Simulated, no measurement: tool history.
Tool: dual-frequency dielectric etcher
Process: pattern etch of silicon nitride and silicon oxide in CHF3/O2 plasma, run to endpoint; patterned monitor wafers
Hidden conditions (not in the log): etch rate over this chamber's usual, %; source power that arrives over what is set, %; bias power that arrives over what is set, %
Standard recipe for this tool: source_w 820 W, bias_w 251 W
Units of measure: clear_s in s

run,hour,source_w,bias_w,wafers since the last listed run,hours since the last wet clean,hours since the last source power generator calibration,hours since the last bias power generator calibration,hours since the last upper electrode change,"incoming incoming film thickness, nm",clear_s
1,0.0,820,251,0,165.8,668.5,2882.4,3799.8,303.4,152.4
2,25.9,820,251,151,191.7,694.4,2908.3,3825.7,306.7,154.1
3,65.9,820,251,234,231.7,734.4,2948.3,3865.7,307.8,154.6
4,126.5,820,215,354,292.3,795.0,3008.9,3926.3,305.2,163.3
5,169.3,820,251,250,335.1,837.8,3051.7,3969.1,306.4,154.1
6,202.0,780,251,191,367.8,870.5,3084.4,4001.8,304.0,154.8
# hour 234.5: wet clean of the chamber
7,236.3,780,251,60,1.8,904.8,3118.7,4036.1,306.7,157.2
8,294.2,780,251,338,59.7,962.7,3176.6,4094.0,308.6,157.1
9,339.4,820,251,264,104.9,1007.9,3221.8,4139.2,305.5,153.8
10,402.5,820,251,369,168.0,1071.0,3284.9,4202.3,307.5,153.9
11,440.5,820,274,222,206.0,1109.0,3322.9,4240.3,307.8,149.3
12,501.2,770,291,355,266.7,1169.7,3383.6,4301.0,309.5,149.2
13,553.1,820,251,303,318.6,1221.6,3435.5,4352.9,309.1,155.2
14,608.3,820,288,323,373.8,1276.8,3490.7,4408.1,309.0,146.8
15,633.9,820,288,149,399.4,1302.4,3516.3,4433.7,307.9,145.3
# hour 676.6: wet clean of the chamber
16,681.9,820,251,140,5.3,1350.4,3564.3,4481.7,307.3,153.5
# hour 718.6: bias power generator calibrated
17,778.4,820,251,541,101.8,1446.9,59.8,4578.2,309.1,154.3
18,818.4,820,224,234,141.8,1486.9,99.8,4618.2,306.8,160.9
19,888.3,820,289,409,211.7,1556.8,169.7,4688.1,308.9,146.4
20,950.3,750,223,362,273.7,1618.8,231.7,4750.1,307.5,166.4
# hour 978.0: upper electrode replaced
21,978.5,1010,311,24,301.9,1647.0,259.9,0.5,308.6,133.7
22,1003.1,820,289,143,326.5,1671.6,284.5,25.1,307.0,145.1
# hour 1039.9: source power generator calibrated
23,1074.0,950,251,391,397.4,34.1,355.4,96.0,305.6,148.8
# hour 1118.8: wet clean of the chamber
24,1281.7,1010,311,1075,162.9,241.8,563.1,303.7,309.5,134.0
25,1322.4,650,293,238,203.6,282.5,603.8,344.4,309.5,156.4
26,1347.6,980,211,147,228.8,307.7,629.0,369.6,311.1,159.1
27,1419.0,890,234,417,300.2,379.1,700.4,441.0,304.6,154.0
28,1490.0,820,195,415,371.2,450.1,771.4,512.0,306.8,170.9
# hour 1517.2: wet clean of the chamber
29,1523.9,680,251,57,6.7,484.0,805.3,545.9,309.0,164.6
30,1578.6,980,224,320,61.4,538.7,860.0,600.6,309.8,153.6
31,1606.4,950,228,162,89.2,566.5,887.8,628.4,307.7,153.7

Expected results for the next run?
32,1646.1,820,251,232,128.9,606.2,927.5,668.1,306.3,?

{"run 32": {"clear_s": 153.0}}
If the tool had no hidden condition, the same run with the same run-to-run variation would have returned clear_s 154.4 s.
